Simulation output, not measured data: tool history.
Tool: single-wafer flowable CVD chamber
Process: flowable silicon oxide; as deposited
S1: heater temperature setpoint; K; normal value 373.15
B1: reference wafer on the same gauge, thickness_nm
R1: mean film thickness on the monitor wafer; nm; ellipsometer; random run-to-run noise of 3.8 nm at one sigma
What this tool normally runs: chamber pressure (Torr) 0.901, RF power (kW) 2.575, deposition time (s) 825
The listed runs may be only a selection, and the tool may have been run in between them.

run 1 hour=0 | S1=373.15 chamber_pressure_(Torr)=0.901 RF_power_(kW)=2.575 deposition_time_(s)=825 | B1=720.166 | R1=656.491
run 2 hour=57.8 | S1=373.15 chamber_pressure_(Torr)=0.901 RF_power_(kW)=2.575 deposition_time_(s)=825 | B1=719.247 | R1=649.37
run 3 hour=103.8 | S1=373.15 chamber_pressure_(Torr)=0.901 RF_power_(kW)=2.575 deposition_time_(s)=825 | B1=719.351 | R1=656.648
run 4 hour=169.3 | S1=373.15 chamber_pressure_(Torr)=0.901 RF_power_(kW)=2.575 deposition_time_(s)=825 | B1=719.431 | R1=660.117
run 5 hour=196.8 | S1=373.15 chamber_pressure_(Torr)=0.901 RF_power_(kW)=2.575 deposition_time_(s)=825 | B1=719.297 | R1=663.168
-- hour=227.7 capacitance manometer re-zeroed and calibrated
run 6 hour=242.4 | S1=373.15 chamber_pressure_(Torr)=0.901 RF_power_(kW)=2.575 deposition_time_(s)=825 | B1=720.063 | R1=630.36
run 7 hour=288.5 | S1=373.15 chamber_pressure_(Torr)=0.901 RF_power_(kW)=2.575 deposition_time_(s)=825 | B1=719.538 | R1=628.815
-- hour=352.2 thermocouple changed; heater temperature recalibrated
run 8 hour=352.5 | S1=373.15 chamber_pressure_(Torr)=0.701 RF_power_(kW)=2.93 deposition_time_(s)=825 | B1=719.919 | R1=514.848
run 9 hour=399.3 | S1=365.15 chamber_pressure_(Torr)=0.901 RF_power_(kW)=2.8 deposition_time_(s)=825 | B1=719.27 | R1=798.114
run 10 hour=460.8 | S1=367.15 chamber_pressure_(Torr)=1.101 RF_power_(kW)=3.055 deposition_time_(s)=681 | B1=720.01 | R1=756.454
run 11 hour=516.3 | S1=373.15 chamber_pressure_(Torr)=0.69 RF_power_(kW)=2.575 deposition_time_(s)=825 | B1=720.011 | R1=501.552
run 12 hour=570 | S1=373.15 chamber_pressure_(Torr)=0.901 RF_power_(kW)=2.575 deposition_time_(s)=825 | B1=720.849 | R1=630.584
run 13 hour=634.5 | S1=360.15 chamber_pressure_(Torr)=0.777 RF_power_(kW)=2.975 deposition_time_(s)=755 | B1=719.914 | R1=754.902
run 14 hour=700.5 | S1=373.15 chamber_pressure_(Torr)=0.901 RF_power_(kW)=2.575 deposition_time_(s)=825 | B1=720.366 | R1=636.936
run 15 hour=734.3 | S1=385.15 chamber_pressure_(Torr)=0.901 RF_power_(kW)=2.575 deposition_time_(s)=984 | B1=719.521 | R1=531.246
run 16 hour=777.7 | S1=373.15 chamber_pressure_(Torr)=0.767 RF_power_(kW)=2.575 deposition_time_(s)=697 | B1=719.729 | R1=466.568
run 17 hour=855.8 | S1=373.15 chamber_pressure_(Torr)=0.901 RF_power_(kW)=2.575 deposition_time_(s)=825 | B1=719.342 | R1=633.066
-- hour=892.6 showerhead replaced
run 18 hour=901.1 | S1=358.15 chamber_pressure_(Torr)=0.986 RF_power_(kW)=2.575 deposition_time_(s)=825 | B1=719.014 | R1=1047.205
-- hour=909 gauge calibrated
run 19 hour=966.6 | S1=373.15 chamber_pressure_(Torr)=0.73 RF_power_(kW)=2.575 deposition_time_(s)=765 | B1=719.674 | R1=487.1
run 20 hour=1018.3 | S1=365.15 chamber_pressure_(Torr)=0.901 RF_power_(kW)=2.8 deposition_time_(s)=825 | B1=719.889 | R1=801.736

The next listed run, before its measurement:
run 21 hour=1085.8 | S1=373.15 chamber_pressure_(Torr)=0.901 RF_power_(kW)=2.575 deposition_time_(s)=825 | B1=? | R1=?

B1: 720.119
R1: 633.959 nm
With the hidden condition absent and the run-to-run variation left alone, this run would have shown R1 633.578 nm.

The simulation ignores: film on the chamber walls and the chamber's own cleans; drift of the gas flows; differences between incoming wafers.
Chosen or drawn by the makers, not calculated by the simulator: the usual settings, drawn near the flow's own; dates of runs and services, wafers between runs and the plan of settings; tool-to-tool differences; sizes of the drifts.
